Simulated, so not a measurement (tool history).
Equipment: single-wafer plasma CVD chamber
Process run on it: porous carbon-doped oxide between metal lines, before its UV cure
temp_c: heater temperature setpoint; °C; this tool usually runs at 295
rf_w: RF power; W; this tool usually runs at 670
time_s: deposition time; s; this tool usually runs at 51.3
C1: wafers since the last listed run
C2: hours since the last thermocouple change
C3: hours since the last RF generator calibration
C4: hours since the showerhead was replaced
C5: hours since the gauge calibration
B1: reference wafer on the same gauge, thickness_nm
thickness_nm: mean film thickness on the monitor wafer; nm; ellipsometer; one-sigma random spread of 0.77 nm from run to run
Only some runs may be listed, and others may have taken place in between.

Run 1, hour 0: usual settings; C1 0; C2 1455.6; C3 2291.4; C4 6527.8; C5 168; B1 258.205. Result: thickness_nm 287.886 nm.
Run 2, hour 28.3: usual settings; C1 571; C2 1483.9; C3 2319.7; C4 6556.1; C5 196.3; B1 257.932. Result: thickness_nm 287.37 nm.
Run 3, hour 42.6: usual settings; C1 289; C2 1498.2; C3 2334; C4 6570.4; C5 210.6; B1 257.871. Result: thickness_nm 287.346 nm.
Run 4, hour 59.6: usual settings but time_s 48.2 s; C1 343; C2 1515.2; C3 2351; C4 6587.4; C5 227.6; B1 257.875. Result: thickness_nm 270.313 nm.
Run 5, hour 75.7: usual settings but time_s 48.2 s; C1 325; C2 1531.3; C3 2367.1; C4 6603.5; C5 243.7; B1 257.99. Result: thickness_nm 270.876 nm.
Run 6, hour 103.5: usual settings but time_s 48.2 s; C1 561; C2 1559.1; C3 2394.9; C4 6631.3; C5 271.5; B1 257.929. Result: thickness_nm 271.437 nm.
Run 7, hour 125.2: usual settings but rf_w 590 W, time_s 47 s; C1 438; C2 1580.8; C3 2416.6; C4 6653; C5 293.2; B1 257.975. Result: thickness_nm 230.755 nm.
Run 8, hour 142.8: usual settings but rf_w 590 W, time_s 47 s; C1 355; C2 1598.4; C3 2434.2; C4 6670.6; C5 310.8; B1 257.852. Result: thickness_nm 230.833 nm.
Run 9, hour 169: usual settings but rf_w 590 W, time_s 47 s; C1 529; C2 1624.6; C3 2460.4; C4 6696.8; C5 337; B1 257.968. Result: thickness_nm 229.693 nm.
At hour 186.9: RF generator calibrated.
At hour 187: gauge calibrated.
Run 10, hour 187.4: usual settings; C1 210; C2 1643; C3 0.5; C4 6715.2; C5 0.4; B1 258.007. Result: thickness_nm 310.415 nm.
Run 11, hour 200.8: usual settings; C1 270; C2 1656.4; C3 13.9; C4 6728.6; C5 13.8; B1 258.079. Result: thickness_nm 309.34 nm.
Run 12, hour 230.5: usual settings; C1 600; C2 1686.1; C3 43.6; C4 6758.3; C5 43.5; B1 258.02. Result: thickness_nm 309.313 nm.
Run 13, hour 264.6: usual settings but rf_w 620 W; C1 689; C2 1720.2; C3 77.7; C4 6792.4; C5 77.6; B1 258.025. Result: thickness_nm 285.322 nm.
Run 14, hour 284.3: usual settings but time_s 57.7 s; C1 398; C2 1739.9; C3 97.4; C4 6812.1; C5 97.3; B1 257.997. Result: thickness_nm 345.045 nm.
Run 15, hour 311.3: usual settings but time_s 60.8 s; C1 545; C2 1766.9; C3 124.4; C4 6839.1; C5 124.3; B1 257.92. Result: thickness_nm 364.065 nm.
At hour 325.8: showerhead replaced.
Run 16, hour 344.7: usual settings; C1 513; C2 1800.3; C3 157.8; C4 18.9; C5 157.7; B1 257.79. Result: thickness_nm 307.007 nm.
At hour 367.1: thermocouple changed; heater temperature recalibrated.
Run 17, hour 367.6: usual settings but temp_c 284 °C, rf_w 570 W, time_s 60.4 s; C1 301; C2 0.5; C3 180.7; C4 41.8; C5 180.6; B1 258.066. Result: thickness_nm 336.838 nm.
Run 18, hour 388.7: usual settings but temp_c 299 °C, rf_w 600 W, time_s 57.8 s; C1 426; C2 21.6; C3 201.8; C4 62.9; C5 201.7; B1 258.156. Result: thickness_nm 307.993 nm.
Run 19, hour 412.2: usual settings; C1 474; C2 45.1; C3 225.3; C4 86.4; C5 225.2; B1 258.263. Result: thickness_nm 315.425 nm.
Run 20, hour 430.3: usual settings but time_s 57.4 s; C1 365; C2 63.2; C3 243.4; C4 104.5; C5 243.3; B1 257.9. Result: thickness_nm 349.589 nm.
Run 21, hour 456.6: usual settings but time_s 55 s; C1 531; C2 89.5; C3 269.7; C4 130.8; C5 269.6; B1 258.115. Result: thickness_nm 337.088 nm.
Run 22, hour 482.4: usual settings but time_s 57.9 s; C1 521; C2 115.3; C3 295.5; C4 156.6; C5 295.4; B1 258.081. Result: thickness_nm 353.208 nm.
Run 23, hour 502.1: usual settings but temp_c 283 °C, rf_w 720 W, time_s 41.6 s; C1 398; C2 135; C3 315.2; C4 176.3; C5 315.1; B1 258.106. Result: thickness_nm 297.296 nm.
Run 24, hour 529.5: usual settings but time_s 45.6 s; C1 553; C2 162.4; C3 342.6; C4 203.7; C5 342.5; B1 258.01. Result: thickness_nm 279.005 nm.
At hour 536.7: gauge calibrated.
Run 25, hour 616.2: usual settings but time_s 45.6 s; C1 1752; C2 249.1; C3 429.3; C4 290.4; C5 79.5; B1 258.046. Result: thickness_nm 278.367 nm.

Selected run-to-run steps in thickness_nm, each split into two signed amounts: the part the tool would show with no hidden state at all (from settings, incoming material and random variation), and the remainder, which goes to the hidden state together with any gauge scatter not common to the measured and the hidden-state-free results:
Hidden state at play: wafer temperature above the value expected at the setpoint (K); delivered RF power above the setpoint (%); gauge reads high (%).
Run 9 -> 10: rf_w 590 -> 670, time_s 47 -> 51.3, RF generator calibrated, gauge calibrated. thickness_nm +80.722 nm: hidden state +18.117, all else +62.605.
Run 13 -> 14: rf_w 620 -> 670, time_s 51.3 -> 57.7. thickness_nm +59.723 nm: hidden state -2.183, all else +61.906.
Run 16 -> 17: temp_c 295 -> 284, rf_w 670 -> 570, time_s 51.3 -> 60.4, thermocouple changed; heater temperature recalibrated. thickness_nm +29.831 nm: hidden state +7.798, all else +22.033.
